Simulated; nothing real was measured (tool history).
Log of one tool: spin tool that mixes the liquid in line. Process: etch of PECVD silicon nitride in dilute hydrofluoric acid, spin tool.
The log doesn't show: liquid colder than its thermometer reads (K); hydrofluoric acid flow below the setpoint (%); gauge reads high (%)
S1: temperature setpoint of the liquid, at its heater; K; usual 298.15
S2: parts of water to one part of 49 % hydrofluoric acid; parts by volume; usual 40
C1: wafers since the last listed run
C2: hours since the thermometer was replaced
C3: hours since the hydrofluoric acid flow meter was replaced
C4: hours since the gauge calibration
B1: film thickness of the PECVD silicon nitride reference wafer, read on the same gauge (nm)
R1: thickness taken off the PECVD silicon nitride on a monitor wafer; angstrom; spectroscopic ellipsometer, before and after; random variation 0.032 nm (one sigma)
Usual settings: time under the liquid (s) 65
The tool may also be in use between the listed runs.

Run 1, day 0: usual settings; C1 0; C2 1590.6; C3 1298.1; C4 377.3; B1 99.99. Result: R1 76.9 angstrom.
Run 2, day 0.529: usual settings; C1 129; C2 1603.3; C3 1310.8; C4 390; B1 99.98. Result: R1 77.2 angstrom.
Run 3, day 1.133: usual settings; C1 148; C2 1617.8; C3 1325.3; C4 404.5; B1 100.01. Result: R1 76.8 angstrom.
Run 4, day 1.458: usual settings; C1 79; C2 1625.6; C3 1333.1; C4 412.3; B1 100.02. Result: R1 76.7 angstrom.
Run 5, day 1.767: usual settings; C1 75; C2 1633; C3 1340.5; C4 419.7; B1 100.03. Result: R1 77.2 angstrom.
Run 6, day 2.442: usual settings but S2 50 parts by volume; C1 165; C2 1649.2; C3 1356.7; C4 435.9; B1 99.99. Result: R1 62 angstrom.
Run 7, day 3.262: usual settings but S2 50 parts by volume; C1 201; C2 1668.9; C3 1376.4; C4 455.6; B1 100. Result: R1 62.4 angstrom.
Run 8, day 3.888: usual settings but S2 50 parts by volume; C1 153; C2 1683.9; C3 1391.4; C4 470.6; B1 99.99. Result: R1 62.4 angstrom.
Run 9, day 4.425: usual settings; C1 131; C2 1696.8; C3 1404.3; C4 483.5; B1 100.01. Result: R1 77.4 angstrom.
Run 10, day 4.992: usual settings; C1 139; C2 1710.4; C3 1417.9; C4 497.1; B1 100. Result: R1 76.8 angstrom.
Run 11, day 5.317: usual settings; C1 79; C2 1718.2; C3 1425.7; C4 504.9; B1 100. Result: R1 77.1 angstrom.
Run 12, day 5.7: usual settings; C1 94; C2 1727.4; C3 1434.9; C4 514.1; B1 100.03. Result: R1 76.8 angstrom.
Run 13, day 6.504: usual settings; C1 197; C2 1746.7; C3 1454.2; C4 533.4; B1 100.01. Result: R1 77.1 angstrom.
Run 14, day 8.25: usual settings but S1 294.65 K, S2 55 parts by volume, time under the liquid (s) 50; C1 428; C2 1788.6; C3 1496.1; C4 575.3; B1 100.02. Result: R1 34.5 angstrom.
Run 15, day 8.546: usual settings but S1 296.65 K, S2 55 parts by volume, time under the liquid (s) 80; C1 72; C2 1795.7; C3 1503.2; C4 582.4; B1 99.99. Result: R1 62.6 angstrom.
Run 16, day 8.833: usual settings but S2 20 parts by volume; C1 70; C2 1802.6; C3 1510.1; C4 589.3; B1 99.98. Result: R1 151.1 angstrom.
Run 17, day 9.375: usual settings; C1 132; C2 1815.6; C3 1523.1; C4 602.3; B1 100.02. Result: R1 77.9 angstrom.
Run 18, day 9.8: usual settings but time under the liquid (s) 85; C1 104; C2 1825.8; C3 1533.3; C4 612.5; B1 100. Result: R1 100.7 angstrom.
Run 19, day 10.417: usual settings but S1 294.15 K, S2 30 parts by volume, time under the liquid (s) 90; C1 151; C2 1840.6; C3 1548.1; C4 627.3; B1 100.01. Result: R1 106.5 angstrom.
At day 10.542: hydrofluoric acid flow meter replaced.
At day 10.704: gauge calibrated.
At day 11.246: thermometer replaced.
Run 20, day 11.8: usual settings but S2 60 parts by volume; C1 318; C2 13.3; C3 30.2; C4 26.3; B1 100.01. Result: R1 51.8 angstrom.
Run 21, day 12.492: usual settings but S1 294.65 K, time under the liquid (s) 50; C1 169; C2 29.9; C3 46.8; C4 42.9; B1 100. Result: R1 46.9 angstrom.
Run 22, day 12.788: usual settings but S1 299.65 K; C1 72; C2 37; C3 53.9; C4 50; B1 100.01. Result: R1 85.1 angstrom.
Run 23, day 13.525: usual settings but S1 295.65 K, S2 20 parts by volume; C1 180; C2 54.7; C3 71.6; C4 67.7; B1 100. Result: R1 125.6 angstrom.
Run 24, day 14.646: usual settings; C1 274; C2 81.6; C3 98.5; C4 94.6; B1 100. Result: R1 77.3 angstrom.
Run 25, day 15.079: usual settings but S1 301.65 K, S2 25 parts by volume, time under the liquid (s) 50; C1 106; C2 92; C3 108.9; C4 105; B1 100. Result: R1 117.5 angstrom.
Run 26, day 15.554: usual settings but S1 300.15 K; C1 116; C2 103.4; C3 120.3; C4 116.4; B1 100. Result: R1 88.8 angstrom.
Run 27, day 16.196: usual settings; C1 157; C2 118.8; C3 135.7; C4 131.8; B1 99.98. Result: R1 77.3 angstrom.
Run 28, day 16.604: usual settings but S2 20 parts by volume; C1 100; C2 128.6; C3 145.5; C4 141.6; B1 99.98. Result: R1 150.8 angstrom.
Run 29, day 17.254: usual settings but S2 30 parts by volume, time under the liquid (s) 25; C1 159; C2 144.2; C3 161.1; C4 157.2; B1 100.01. Result: R1 39.2 angstrom.
Run 30, day 17.517: usual settings; C1 64; C2 150.5; C3 167.4; C4 163.5; B1 100.02. Result: R1 77.1 angstrom.
Run 31, day 17.904: usual settings but S1 301.15 K, S2 25 parts by volume, time under the liquid (s) 35; C1 95; C2 159.8; C3 176.7; C4 172.8; B1 99.99. Result: R1 79.8 angstrom.
Run 32, day 18.617: usual settings but S1 294.65 K, S2 50 parts by volume, time under the liquid (s) 80; C1 174; C2 176.9; C3 193.8; C4 189.9; B1 100.02. Result: R1 60.2 angstrom.

5 ways to go on from here, each from the tool as it stands after run 32. What would each give?
Run A, day 18.633: usual settings; C1 4; C2 177.3; C3 194.2; C4 190.3; B1 ?. Result: R1 ?.
Run B, day 18.633: usual settings but S1 294.15 K, S2 35 parts by volume, time under the liquid (s) 80; C1 4; C2 177.3; C3 194.2; C4 190.3; B1 ?. Result: R1 ?.
Run C, day 18.633: usual settings but S1 301.15 K, S2 55 parts by volume, time under the liquid (s) 75; C1 4; C2 177.3; C3 194.2; C4 190.3; B1 ?. Result: R1 ?.
Run D, day 18.633: usual settings but S1 293.15 K; C1 4; C2 177.3; C3 194.2; C4 190.3; B1 ?. Result: R1 ?.
Run E, day 18.633: usual settings but S2 25 parts by volume, time under the liquid (s) 85; C1 4; C2 177.3; C3 194.2; C4 190.3; B1 ?. Result: R1 ?.

run     B1     R1
  A  99.99   76.8
  B  99.99   81.9
  C  99.99   79.1
  D  99.99   54.5
  E  99.99  158.4
Without the tool's hidden state the same runs would have given:
run     R1
  A   76.8
  B   81.9
  C   79.1
  D   54.5
  E  158.4

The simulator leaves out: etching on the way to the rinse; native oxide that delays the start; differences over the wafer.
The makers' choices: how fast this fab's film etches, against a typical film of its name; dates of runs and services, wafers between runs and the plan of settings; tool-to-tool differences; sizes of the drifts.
